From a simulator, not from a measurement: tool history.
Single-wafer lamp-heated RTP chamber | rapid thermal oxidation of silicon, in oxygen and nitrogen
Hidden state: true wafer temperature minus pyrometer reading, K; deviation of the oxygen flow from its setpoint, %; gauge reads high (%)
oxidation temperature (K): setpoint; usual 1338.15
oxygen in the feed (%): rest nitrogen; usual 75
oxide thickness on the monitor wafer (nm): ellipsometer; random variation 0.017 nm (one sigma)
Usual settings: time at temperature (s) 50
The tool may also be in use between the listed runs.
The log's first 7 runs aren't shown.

run	hour	oxidation temperature (K)	time at temperature (s)	oxygen in the feed (%)	wafers since the last listed run	wafers since the last pyrometer calibration	hours since the oxygen flow controller was replaced	hours since the gauge calibration	read-back reference wafer on the same gauge, thickness	oxide thickness on the monitor wafer (nm)
8	202.4	1338.15	61	75	65	3162	2277.8	808.4	6.588	8.332
9	223.3	1338.15	61	75	87	3250	2298.7	829.3	6.59	8.361
10	254.7	1338.15	61	75	131	3382	2330.1	860.7	6.59	8.337
11	286.8	1338.15	50	75	134	3517	2362.2	892.8	6.592	7.635
12	307.1	1338.15	50	51	85	3602	2382.5	913.1	6.591	6.662
13	330.3	1338.15	63	75	97	3699	2405.7	936.3	6.588	8.502
14	361.5	1338.15	63	75	131	3830	2436.9	967.5	6.59	8.49
# hour 376.2: pyrometer window cleaned and pyrometer calibrated
15	394.4	1338.15	50	75	104	76	2469.8	1000.4	6.591	7.778
16	418.9	1338.15	50	75	102	179	2494.3	1024.9	6.585	7.807
# hour 431.5: gauge calibrated
17	436.9	1338.15	50	75	75	254	2512.3	5.4	6.591	7.794
# hour 456.1: oxygen flow controller replaced
18	467.4	1338.15	50	75	94	349	11.3	35.9	6.59	7.821
19	494.9	1338.15	60	75	115	464	38.8	63.4	6.592	8.468
# hour 589.7: pyrometer window cleaned and pyrometer calibrated, repeated, since the last time left the tool worse
20	590.2	1360.15	36	98	366	1	134.1	158.7	6.588	8.287
21	605.5	1329.15	50	96	64	66	149.4	174	6.591	7.708
22	618.9	1350.15	27	85	56	122	162.8	187.4	6.592	6.52
23	639.2	1338.15	50	75	85	207	183.1	207.7	6.59	7.515
24	674.8	1330.15	67	75	149	357	218.7	243.3	6.592	8.163

Forecast run 25:
25	704.2	1338.15	50	75	123	480	248.1	272.7	?	?

read-back reference wafer on the same gauge, thickness: 6.591
oxide thickness on the monitor wafer (nm): 7.531
Without the tool's hidden state the same run would have given oxide thickness on the monitor wafer (nm) 7.477.
